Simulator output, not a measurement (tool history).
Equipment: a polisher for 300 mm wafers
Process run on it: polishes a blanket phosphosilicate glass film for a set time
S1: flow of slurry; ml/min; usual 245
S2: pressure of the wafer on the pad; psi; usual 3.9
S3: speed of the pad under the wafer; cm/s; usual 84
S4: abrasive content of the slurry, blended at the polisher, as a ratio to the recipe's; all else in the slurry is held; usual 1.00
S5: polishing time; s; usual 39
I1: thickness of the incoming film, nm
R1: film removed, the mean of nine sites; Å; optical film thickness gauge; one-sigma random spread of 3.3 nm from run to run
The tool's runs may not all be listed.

Run 1, hour 0.0: usual settings; I1 3455.4. Result: R1 3735 Å.
Run 2, hour 52.5: usual settings; I1 3355.1. Result: R1 3730 Å.
Run 3, hour 118.4: usual settings; I1 3428.2. Result: R1 3728 Å.
At hour 144.6: slurry nozzle cleaned.
Run 4, hour 160.9: usual settings; I1 3379.5. Result: R1 3922 Å.
At hour 198.3: slurry blender recalibrated.
At hour 211.6: worn pad replaced by a new one.
Run 5, hour 359.0: usual settings but S2 2.8 psi; I1 3408.6. Result: R1 2702 Å.
At hour 390.5: slurry nozzle cleaned.
Run 6, hour 424.2: usual settings but S1 295 ml/min, S3 98 cm/s; I1 3417.2. Result: R1 4488 Å.
At hour 460.5: worn pad replaced by a new one.
At hour 493.2: head pressure recalibrated.
At hour 500.9: conditioning disc replaced and pad reconditioned.
At hour 594.7: slurry blender recalibrated.
Run 7, hour 598.1: usual settings but S1 295 ml/min, S3 98 cm/s; I1 3396.2. Result: R1 4349 Å.
Run 8, hour 651.8: usual settings but S4 0.85, S5 47 s; I1 3383.5. Result: R1 4094 Å.
At hour 676.3: slurry nozzle cleaned.
At hour 715.7: worn pad replaced by a new one.
Run 9, hour 716.2: usual settings but S4 0.85, S5 47 s; I1 3390.8. Result: R1 4220 Å.
Run 10, hour 755.5: usual settings but S4 0.85, S5 47 s; I1 3399.2. Result: R1 4261 Å.
Run 11, hour 785.3: usual settings; I1 3350.7. Result: R1 3823 Å.
Run 12, hour 837.2: usual settings; I1 3413.2. Result: R1 3813 Å.
Run 13, hour 874.2: usual settings but S2 3.0 psi; I1 3397.2. Result: R1 2923 Å.
Run 14, hour 913.8: usual settings but S2 2.8 psi, S3 104 cm/s; I1 3389.7. Result: R1 3203 Å.
At hour 942.7: slurry blender recalibrated.
At hour 947.5: conditioning disc replaced and pad reconditioned.
Run 15, hour 980.7: usual settings but S2 3.5 psi; I1 3432.2. Result: R1 3357 Å.
At hour 989.9: slurry nozzle cleaned.
At hour 1029.4: worn pad replaced by a new one.
Run 16, hour 1043.2: usual settings; I1 3393.5. Result: R1 3867 Å.
At hour 1054.2: head pressure recalibrated.
Run 17, hour 1106.7: usual settings; I1 3349.7. Result: R1 3824 Å.
Run 18, hour 1134.8: usual settings but S4 0.85, S5 47 s; I1 3392.4. Result: R1 4033 Å.
Run 19, hour 1201.9: usual settings but S1 195 ml/min, S2 5.1 psi, S5 52 s; I1 3372.5. Result: R1 6265 Å.
At hour 1247.7: slurry nozzle cleaned.
Run 20, hour 1266.8: usual settings; I1 3366.2. Result: R1 3926 Å.
Run 21, hour 1309.1: usual settings but S2 5.0 psi; I1 3402.0. Result: R1 4930 Å.
At hour 1351.0: worn pad replaced by a new one.
Run 22, hour 1360.6: usual settings; I1 3371.2. Result: R1 3823 Å.
At hour 1362.8: slurry blender recalibrated.
Run 23, hour 1400.5: usual settings but S1 220 ml/min, S5 30 s; I1 3370.2. Result: R1 2836 Å.
Run 24, hour 1446.1: usual settings but S2 4.8 psi, S3 104 cm/s, S4 1.15; I1 3421.9. Result: R1 5847 Å.

What if the next run were any one of these 4? Each begins from the tool's condition after run 24:
Run A, hour 1446.5: usual settings; I1 3436.6. Result: R1 ?.
Run B, hour 1446.5: usual settings but S2 3.2 psi, S4 0.70, S5 34 s; I1 3436.6. Result: R1 ?.
Run C, hour 1446.5: usual settings but S2 3.0 psi, S4 0.85; I1 3436.6. Result: R1 ?.
Run D, hour 1446.5: usual settings but S2 4.3 psi, S3 106 cm/s, S4 1.20, S5 27 s; I1 3436.6. Result: R1 ?.

run    R1
  A  3749
  B  2114
  C  2613
  D  3789
With no hidden state in the tool, these same runs would have given:
run    R1
  A  3946
  B  2226
  C  2751
  D  3988
